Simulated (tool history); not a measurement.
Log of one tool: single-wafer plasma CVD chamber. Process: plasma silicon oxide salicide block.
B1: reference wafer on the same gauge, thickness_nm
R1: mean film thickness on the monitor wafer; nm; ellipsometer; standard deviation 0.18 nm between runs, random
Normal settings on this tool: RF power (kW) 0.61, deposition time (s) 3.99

run 1 hour=0 | RF_power_(kW)=0.61 deposition_time_(s)=4.56 | B1=46.907 | R1=46.295
run 2 hour=32.3 | RF_power_(kW)=0.61 deposition_time_(s)=4.56 | B1=46.944 | R1=46.187
run 3 hour=85.6 | RF_power_(kW)=0.61 deposition_time_(s)=3.99 | B1=46.932 | R1=40.63
run 4 hour=126.1 | RF_power_(kW)=0.61 deposition_time_(s)=3.99 | B1=46.825 | R1=40.505
run 5 hour=162 | RF_power_(kW)=0.575 deposition_time_(s)=3.99 | B1=46.789 | R1=39.829
run 6 hour=189.4 | RF_power_(kW)=0.575 deposition_time_(s)=3.99 | B1=46.675 | R1=39.728
run 7 hour=249.4 | RF_power_(kW)=0.575 deposition_time_(s)=3.99 | B1=46.678 | R1=39.078
run 8 hour=308.4 | RF_power_(kW)=0.61 deposition_time_(s)=3.52 | B1=46.664 | R1=35.751
run 9 hour=379.9 | RF_power_(kW)=0.61 deposition_time_(s)=3.52 | B1=46.612 | R1=35.48
run 10 hour=467.4 | RF_power_(kW)=0.61 deposition_time_(s)=3.52 | B1=46.505 | R1=35.464
run 11 hour=533.2 | RF_power_(kW)=0.61 deposition_time_(s)=3.99 | B1=46.523 | R1=40.167
run 12 hour=597.7 | RF_power_(kW)=0.61 deposition_time_(s)=3.99 | B1=46.379 | R1=40.268
run 13 hour=648.1 | RF_power_(kW)=0.61 deposition_time_(s)=3.99 | B1=46.329 | R1=40.539
run 14 hour=718 | RF_power_(kW)=0.61 deposition_time_(s)=4.52 | B1=46.187 | R1=45.208
run 15 hour=909.2 | RF_power_(kW)=0.61 deposition_time_(s)=4.52 | B1=46.161 | R1=44.84
run 16 hour=941 | RF_power_(kW)=0.61 deposition_time_(s)=4.52 | B1=46.051 | R1=45.242
run 17 hour=981.3 | RF_power_(kW)=0.61 deposition_time_(s)=3.99 | B1=46.022 | R1=39.781
run 18 hour=1034.8 | RF_power_(kW)=0.585 deposition_time_(s)=4.34 | B1=47.986 | R1=44.392
run 19 hour=1072.7 | RF_power_(kW)=0.67 deposition_time_(s)=4.63 | B1=47.907 | R1=50.106
run 20 hour=1100.6 | RF_power_(kW)=0.61 deposition_time_(s)=4.52 | B1=47.949 | R1=47.371
run 21 hour=1138.5 | RF_power_(kW)=0.61 deposition_time_(s)=4.52 | B1=47.885 | R1=47.02
run 22 hour=1201.3 | RF_power_(kW)=0.5 deposition_time_(s)=4.66 | B1=47.896 | R1=44.016
run 23 hour=1229.8 | RF_power_(kW)=0.61 deposition_time_(s)=3.99 | B1=47.79 | R1=41.131
run 24 hour=1283 | RF_power_(kW)=0.61 deposition_time_(s)=3.99 | B1=47.731 | R1=41.566
run 25 hour=1334.4 | RF_power_(kW)=0.525 deposition_time_(s)=4.4 | B1=47.756 | R1=42.621
run 26 hour=1380.9 | RF_power_(kW)=0.53 deposition_time_(s)=3.71 | B1=47.715 | R1=36.051
run 27 hour=1439.7 | RF_power_(kW)=0.61 deposition_time_(s)=3.99 | B1=47.707 | R1=41.587
run 28 hour=1497.1 | RF_power_(kW)=0.52 deposition_time_(s)=3.99 | B1=47.6 | R1=38.364
run 29 hour=1555.2 | RF_power_(kW)=0.705 deposition_time_(s)=4.31 | B1=47.493 | R1=46.798
run 30 hour=1602.7 | RF_power_(kW)=0.61 deposition_time_(s)=4.61 | B1=47.479 | R1=47.695
run 31 hour=1638.8 | RF_power_(kW)=0.67 deposition_time_(s)=4.48 | B1=47.349 | R1=47.931
run 32 hour=1699.6 | RF_power_(kW)=0.61 deposition_time_(s)=3.99 | B1=47.352 | R1=41.07
run 33 hour=1756.1 | RF_power_(kW)=0.67 deposition_time_(s)=4.22 | B1=47.283 | R1=44.849
run 34 hour=1800.2 | RF_power_(kW)=0.53 deposition_time_(s)=4.57 | B1=47.315 | R1=44.125
run 35 hour=1871.3 | RF_power_(kW)=0.7 deposition_time_(s)=3.99 | B1=47.291 | R1=43.222
run 36 hour=2050 | RF_power_(kW)=0.675 deposition_time_(s)=4.26 | B1=47.038 | R1=45.276
run 37 hour=2119.3 | RF_power_(kW)=0.495 deposition_time_(s)=4.2 | B1=47.054 | R1=39

Put back what was entered between runs (3 entries, withheld): which listed runs does each sit between, and how does the hidden state differ from the listed run before to the listed run after?
Run 17 -> run 18: gauge calibrated (hour 1001.7)
  gauge reads high (%): -4.4 -> -0.189
  difference, measured minus the result without the unlogged condition, R1: -1.831 -> -0.084 nm
Run 21 -> run 22: RF generator calibrated (hour 1183.1)
  gauge reads high (%): -0.396 -> -0.521
  difference, measured minus the result without the unlogged condition, R1: -0.186 -> -0.23 nm
Run 29 -> run 30: showerhead replaced (hour 1563.7)
  gauge reads high (%): -1.23 -> -1.32
  difference, measured minus the result without the unlogged condition, R1: -0.581 -> -0.639 nm
